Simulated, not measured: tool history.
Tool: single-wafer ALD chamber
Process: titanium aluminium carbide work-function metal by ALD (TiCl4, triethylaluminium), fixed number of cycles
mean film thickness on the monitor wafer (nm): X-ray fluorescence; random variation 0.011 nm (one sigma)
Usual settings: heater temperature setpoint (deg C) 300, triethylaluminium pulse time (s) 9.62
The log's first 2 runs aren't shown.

run	hour	heater temperature setpoint (deg C)	triethylaluminium pulse time (s)	read-back reference wafer on the same gauge, thickness_nm	mean film thickness on the monitor wafer (nm)
# hour 23.7: thermocouple changed; heater temperature recalibrated
3	24.2	310	9.62	2.5	2.203
4	39.4	310	9.62	2.501	2.197
5	56.2	300	7.42	2.502	1.938
6	67.5	300	7.42	2.497	1.931
7	79.4	300	8.42	2.5	2.005
8	93.5	300	9.62	2.498	2.073
9	105.2	300	9.62	2.501	2.065
10	112.2	300	9.62	2.502	2.068
11	120.6	300	9.62	2.502	2.058
12	133.4	300	9.62	2.498	2.041
13	148.5	300	5.94	2.501	1.751
# hour 153.8: gauge calibrated
14	158.9	300	9.62	2.497	2.078
15	165.7	300	9.62	2.501	2.055
16	179.8	291	9.62	2.498	1.971
17	191.8	300	10.81	2.498	2.086
18	208.1	300	9.62	2.501	2.037
19	225.9	300	9.62	2.503	2.042
# hour 240.4: showerhead replaced
20	240.9	314	12.87	2.503	2.32
21	249.3	311	6.44	2.501	1.853
22	260.9	285	11.24	2.5	1.94
# hour 272.4: triethylaluminium bottle replaced
23	277.1	309	9.62	2.5	2.275
24	294.9	300	12.68	2.498	2.25
25	301.3	290	5.8	2.502	1.825
26	314	300	9.62	2.5	2.18

Run 27 comes next. What will it give?
27	329.1	295	6.64	?	?

{"run 27": {"read-back reference wafer on the same gauge, thickness_nm": 2.501, "mean film thickness on the monitor wafer (nm)": 1.968}}
Without the tool's hidden state the same run would have given mean film thickness on the monitor wafer (nm) 1.991.

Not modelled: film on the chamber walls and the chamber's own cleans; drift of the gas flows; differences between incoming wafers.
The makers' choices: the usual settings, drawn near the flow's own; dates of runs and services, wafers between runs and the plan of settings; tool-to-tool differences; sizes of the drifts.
